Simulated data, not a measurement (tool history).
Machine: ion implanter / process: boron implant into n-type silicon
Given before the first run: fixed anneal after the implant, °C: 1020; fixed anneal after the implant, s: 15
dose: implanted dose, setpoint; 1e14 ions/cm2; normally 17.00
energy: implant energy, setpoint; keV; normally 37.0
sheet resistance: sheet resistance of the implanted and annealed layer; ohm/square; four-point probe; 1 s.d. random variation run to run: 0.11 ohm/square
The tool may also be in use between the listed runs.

run	hour	dose	energy	wafers since the last listed run	hours since the last dose calibration	hours since the extraction supply was calibrated	hours since the gauge calibration	read-back reference wafer on the same gauge, sheet resistance	sheet resistance
1	0.0	17.00	46.5	0	518.1	4727.4	1767.7	65.54	73.35
2	95.9	15.38	29.5	1964	614.0	4823.3	1863.6	65.47	82.63
3	143.6	17.00	37.0	977	661.7	4871.0	1911.3	65.48	74.67
4	208.8	17.00	37.0	1335	726.9	4936.2	1976.5	65.48	74.73
5	253.4	17.00	37.0	913	771.5	4980.8	2021.1	65.49	74.65
6	298.4	17.00	37.0	921	816.5	5025.8	2066.1	65.50	74.70
7	342.2	20.24	45.0	897	860.3	5069.6	2109.9	65.45	63.84
8	382.8	20.24	45.0	831	900.9	5110.2	2150.5	65.51	63.68
9	439.3	20.24	45.0	1157	957.4	5166.7	2207.0	65.51	63.66
10	520.0	17.00	34.5	1653	1038.1	5247.4	2287.7	65.50	75.01
11	594.0	17.00	34.5	1516	1112.1	5321.4	2361.7	65.52	75.04
12	672.3	17.00	41.5	1604	1190.4	5399.7	2440.0	65.44	73.80
# hour 727.9: gauge calibrated
13	741.7	17.00	43.0	1421	1259.8	5469.1	13.8	65.54	73.51
14	793.0	17.00	43.0	1051	1311.1	5520.4	65.1	65.47	73.50
15	849.8	17.00	44.5	1163	1367.9	5577.2	121.9	65.48	73.11
16	950.4	17.00	37.0	2061	1468.5	5677.8	222.5	65.49	74.33
17	1025.2	17.00	37.0	1532	1543.3	5752.6	297.3	65.48	74.53
18	1073.0	17.00	37.0	979	1591.1	5800.4	345.1	65.51	74.43
# hour 1083.8: extraction supply calibrated
19	1148.3	17.00	46.0	1378	1666.4	64.5	420.4	65.54	72.90
# hour 1193.4: Faraday cup replaced and dose calibrated
20	1233.0	20.27	37.0	1571	39.6	149.2	505.1	65.44	66.62
21	1310.3	14.52	45.5	1583	116.9	226.5	582.4	65.51	85.36
22	1387.8	11.94	37.0	1587	194.4	304.0	659.9	65.46	101.45
23	1428.4	20.84	37.0	831	235.0	344.6	700.5	65.50	64.83
24	1488.1	17.00	32.0	1223	294.7	404.3	760.2	65.48	76.80
25	1584.1	20.06	43.0	1966	390.7	500.3	856.2	65.52	65.47
26	1653.6	14.91	30.5	1423	460.2	569.8	925.7	65.47	85.10
27	1721.6	17.00	37.0	1393	528.2	637.8	993.7	65.52	75.46
28	1785.6	17.00	37.0	1311	592.2	701.8	1057.7	65.53	75.32
29	1891.6	19.20	25.0	2171	698.2	807.8	1163.7	65.51	72.73

Run-by-run hidden state of the tool:
deviation of the true energy from its setpoint, %: 0 in every run
gauge reads high (%): 0 in every run
H1: deviation of the true dose from the Faraday cup's reading, %
run	H1
1	2.12
2	2.29
3	2.36
4	2.45
5	2.51
6	2.56
7	2.6
8	2.64
9	2.69
10	2.76
11	2.81
12	2.85
13	2.89
14	2.91
15	2.94
16	2.97
17	3
18	3.01
19	3.03
20	-0.307
21	0.0226
22	0.309
23	0.444
24	0.624
25	0.876
26	1.03
27	1.17
28	1.28
29	1.44

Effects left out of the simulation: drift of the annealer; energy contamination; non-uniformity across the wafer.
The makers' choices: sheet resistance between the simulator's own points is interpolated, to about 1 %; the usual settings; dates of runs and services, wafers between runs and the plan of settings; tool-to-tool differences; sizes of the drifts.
